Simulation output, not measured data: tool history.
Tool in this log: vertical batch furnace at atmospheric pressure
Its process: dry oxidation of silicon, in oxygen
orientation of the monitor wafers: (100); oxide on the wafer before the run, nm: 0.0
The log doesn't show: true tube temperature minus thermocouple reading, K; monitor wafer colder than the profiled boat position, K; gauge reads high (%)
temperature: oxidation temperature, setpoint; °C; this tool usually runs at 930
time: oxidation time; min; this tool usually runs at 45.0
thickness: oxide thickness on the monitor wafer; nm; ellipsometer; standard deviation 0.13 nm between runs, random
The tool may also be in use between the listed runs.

run,hour,temperature,time,wafers since the last listed run,hours since the last temperature calibration,hours since the boat lift was adjusted,hours since the gauge calibration,"read-back reference wafer on the same gauge, thickness",thickness
1,0.0,930,45.0,0,3863.7,4760.0,163.4,17.72,22.17
2,18.6,930,45.0,264,3882.3,4778.6,182.0,17.73,22.06
3,68.4,935,45.0,707,3932.1,4828.4,231.8,17.71,23.05
4,87.1,930,59.5,265,3950.8,4847.1,250.5,17.71,26.57
5,98.1,930,59.5,156,3961.8,4858.1,261.5,17.71,26.50
# hour 124.7: gauge calibrated
# hour 128.7: boat lift adjusted
6,129.2,930,45.0,100,3992.9,0.5,4.5,17.75,22.05
7,133.9,930,45.0,22,3997.6,5.2,9.2,17.70,22.00
# hour 154.8: thermocouples replaced and temperature profile calibrated
8,155.3,930,45.0,7,0.5,26.6,30.6,17.69,22.12
9,160.0,930,37.5,66,5.2,31.3,35.3,17.69,19.65
10,170.4,930,45.0,147,15.6,41.7,45.7,17.70,22.03
11,183.6,930,45.0,187,28.8,54.9,58.9,17.68,21.81
12,198.0,935,45.0,204,43.2,69.3,73.3,17.74,23.24
13,208.8,921,45.0,153,54.0,80.1,84.1,17.66,20.28
14,227.4,944,31.5,264,72.6,98.7,102.7,17.67,20.17
15,238.3,930,33.5,154,83.5,109.6,113.6,17.66,18.07
16,255.1,949,33.5,238,100.3,126.4,130.4,17.70,22.68
17,274.6,930,45.0,277,119.8,145.9,149.9,17.71,21.82
18,290.4,908,34.5,224,135.6,161.7,165.7,17.71,14.71
19,345.4,930,45.0,781,190.6,216.7,220.7,17.71,22.15
20,360.8,941,45.0,218,206.0,232.1,236.1,17.70,24.66

For each run, what was the tool's unlogged condition?
true tube temperature minus thermocouple reading, K: 0 at every run
monitor wafer colder than the profiled boat position, K: 0 at every run
gauge reads high (%): 0 at every run
